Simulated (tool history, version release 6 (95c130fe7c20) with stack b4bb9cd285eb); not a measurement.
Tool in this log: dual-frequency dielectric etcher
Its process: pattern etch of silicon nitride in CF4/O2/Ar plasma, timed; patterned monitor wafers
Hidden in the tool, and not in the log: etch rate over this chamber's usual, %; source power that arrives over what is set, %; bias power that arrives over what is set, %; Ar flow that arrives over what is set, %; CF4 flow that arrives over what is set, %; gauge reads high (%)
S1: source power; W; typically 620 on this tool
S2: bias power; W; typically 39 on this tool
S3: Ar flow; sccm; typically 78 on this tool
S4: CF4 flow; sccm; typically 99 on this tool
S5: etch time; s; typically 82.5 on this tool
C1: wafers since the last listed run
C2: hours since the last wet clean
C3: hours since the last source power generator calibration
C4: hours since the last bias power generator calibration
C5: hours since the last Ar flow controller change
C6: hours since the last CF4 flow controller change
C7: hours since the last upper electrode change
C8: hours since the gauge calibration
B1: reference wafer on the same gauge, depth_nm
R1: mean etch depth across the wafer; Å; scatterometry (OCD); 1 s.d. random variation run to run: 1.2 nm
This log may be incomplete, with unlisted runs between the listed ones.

| run | hour | S1 | S2 | S3 | S4 | S5 | C1 | C2 | C3 | C4 | C5 | C6 | C7 | C8 | B1 | R1 |
|---|---|---|---|---|---|---|---|---|---|---|---|---|---|---|---|---|
| 1 | 0.0 | 620 | 39 | 78 | 99 | 82.5 | 0 | 117.0 | 3694.3 | 1557.8 | 4423.9 | 5533.9 | 3854.2 | 233.8 | 223.0 | 1946 |
| 2 | 84.4 | 620 | 39 | 78 | 99 | 82.5 | 979 | 201.4 | 3778.7 | 1642.2 | 4508.3 | 5618.3 | 3938.6 | 318.2 | 223.0 | 1948 |
|  | 95.9 | source power generator calibrated |
|  | 105.8 | CF4 flow controller replaced |
| 3 | 106.3 | 620 | 39 | 78 | 99 | 82.5 | 138 | 223.3 | 10.4 | 1664.1 | 4530.2 | 0.5 | 3960.5 | 340.1 | 223.5 | 1953 |
| 4 | 126.7 | 620 | 39 | 78 | 99 | 82.5 | 236 | 243.7 | 30.8 | 1684.5 | 4550.6 | 20.9 | 3980.9 | 360.5 | 223.0 | 1960 |
| 5 | 160.5 | 620 | 39 | 90 | 99 | 82.5 | 392 | 277.5 | 64.6 | 1718.3 | 4584.4 | 54.7 | 4014.7 | 394.3 | 223.2 | 1910 |
|  | 171.6 | Ar flow controller replaced |
|  | 188.8 | upper electrode replaced |
| 6 | 189.3 | 620 | 39 | 78 | 99 | 82.5 | 65 | 306.3 | 93.4 | 1747.1 | 17.7 | 83.5 | 0.5 | 423.1 | 222.9 | 1990 |
| 7 | 223.8 | 620 | 39 | 78 | 99 | 82.5 | 400 | 340.8 | 127.9 | 1781.6 | 52.2 | 118.0 | 35.0 | 457.6 | 223.1 | 1984 |
| 8 | 240.3 | 510 | 39 | 69 | 99 | 82.5 | 191 | 357.3 | 144.4 | 1798.1 | 68.7 | 134.5 | 51.5 | 474.1 | 222.5 | 1746 |
| 9 | 256.0 | 620 | 39 | 59 | 99 | 97.0 | 182 | 373.0 | 160.1 | 1813.8 | 84.4 | 150.2 | 67.2 | 489.8 | 223.2 | 2486 |
| 10 | 271.0 | 620 | 39 | 95 | 99 | 82.5 | 174 | 388.0 | 175.1 | 1828.8 | 99.4 | 165.2 | 82.2 | 504.8 | 223.0 | 1900 |
|  | 279.6 | bias power generator calibrated |
| 11 | 316.2 | 490 | 39 | 69 | 93 | 82.5 | 478 | 433.2 | 220.3 | 36.6 | 144.6 | 210.4 | 127.4 | 550.0 | 222.9 | 1677 |
| 12 | 338.0 | 620 | 39 | 78 | 99 | 82.5 | 252 | 455.0 | 242.1 | 58.4 | 166.4 | 232.2 | 149.2 | 571.8 | 222.9 | 2003 |
|  | 339.4 | gauge calibrated |
| 13 | 366.8 | 620 | 30 | 61 | 118 | 107.0 | 334 | 483.8 | 270.9 | 87.2 | 195.2 | 261.0 | 178.0 | 27.4 | 222.9 | 2624 |
|  | 397.8 | wet clean of the chamber |
| 14 | 398.3 | 680 | 39 | 96 | 99 | 82.5 | 87 | 0.5 | 302.4 | 118.7 | 226.7 | 292.5 | 209.5 | 58.9 | 223.6 | 1970 |
| 15 | 443.6 | 510 | 39 | 78 | 99 | 82.5 | 525 | 45.8 | 347.7 | 164.0 | 272.0 | 337.8 | 254.8 | 104.2 | 223.0 | 1623 |
| 16 | 459.6 | 620 | 43 | 78 | 99 | 82.5 | 185 | 61.8 | 363.7 | 180.0 | 288.0 | 353.8 | 270.8 | 120.2 | 223.0 | 1980 |
| 17 | 491.4 | 660 | 39 | 94 | 99 | 82.5 | 369 | 93.6 | 395.5 | 211.8 | 319.8 | 385.6 | 302.6 | 152.0 | 222.6 | 1969 |
| 18 | 507.3 | 620 | 30 | 61 | 118 | 107.0 | 184 | 109.5 | 411.4 | 227.7 | 335.7 | 401.5 | 318.5 | 167.9 | 223.4 | 2478 |
| 19 | 522.1 | 620 | 39 | 78 | 99 | 82.5 | 171 | 124.3 | 426.2 | 242.5 | 350.5 | 416.3 | 333.3 | 182.7 | 223.3 | 1969 |
| 20 | 539.8 | 620 | 39 | 61 | 116 | 82.5 | 205 | 142.0 | 443.9 | 260.2 | 368.2 | 434.0 | 351.0 | 200.4 | 223.1 | 2079 |
| 21 | 559.6 | 620 | 39 | 78 | 99 | 82.5 | 229 | 161.8 | 463.7 | 280.0 | 388.0 | 453.8 | 370.8 | 220.2 | 222.6 | 1937 |

Consider 4 possible next runs. They are alternatives, not a sequence: every one starts from the tool as it was left by run 21. What does each give?
| A | 560.0 | 620 | 39 | 78 | 81 | 82.5 | 4 | 162.2 | 464.1 | 280.4 | 388.4 | 454.2 | 371.2 | 220.6 | ? | ? |
| B | 560.0 | 700 | 39 | 78 | 99 | 91.5 | 4 | 162.2 | 464.1 | 280.4 | 388.4 | 454.2 | 371.2 | 220.6 | ? | ? |
| C | 560.0 | 550 | 35 | 87 | 99 | 104.5 | 4 | 162.2 | 464.1 | 280.4 | 388.4 | 454.2 | 371.2 | 220.6 | ? | ? |
| D | 560.0 | 620 | 44 | 78 | 86 | 59.5 | 4 | 162.2 | 464.1 | 280.4 | 388.4 | 454.2 | 371.2 | 220.6 | ? | ? |

| run | B1 | R1 |
|---|---|---|
| A | 223.5 | 1894 |
| B | 223.5 | 2382 |
| C | 223.5 | 2103 |
| D | 223.5 | 1425 |
Take away the tool's hidden state, keep each run's random variation, and the runs would have read:
| run | R1 |
|---|---|
| A | 1864 |
| B | 2345 |
| C | 2071 |
| D | 1403 |

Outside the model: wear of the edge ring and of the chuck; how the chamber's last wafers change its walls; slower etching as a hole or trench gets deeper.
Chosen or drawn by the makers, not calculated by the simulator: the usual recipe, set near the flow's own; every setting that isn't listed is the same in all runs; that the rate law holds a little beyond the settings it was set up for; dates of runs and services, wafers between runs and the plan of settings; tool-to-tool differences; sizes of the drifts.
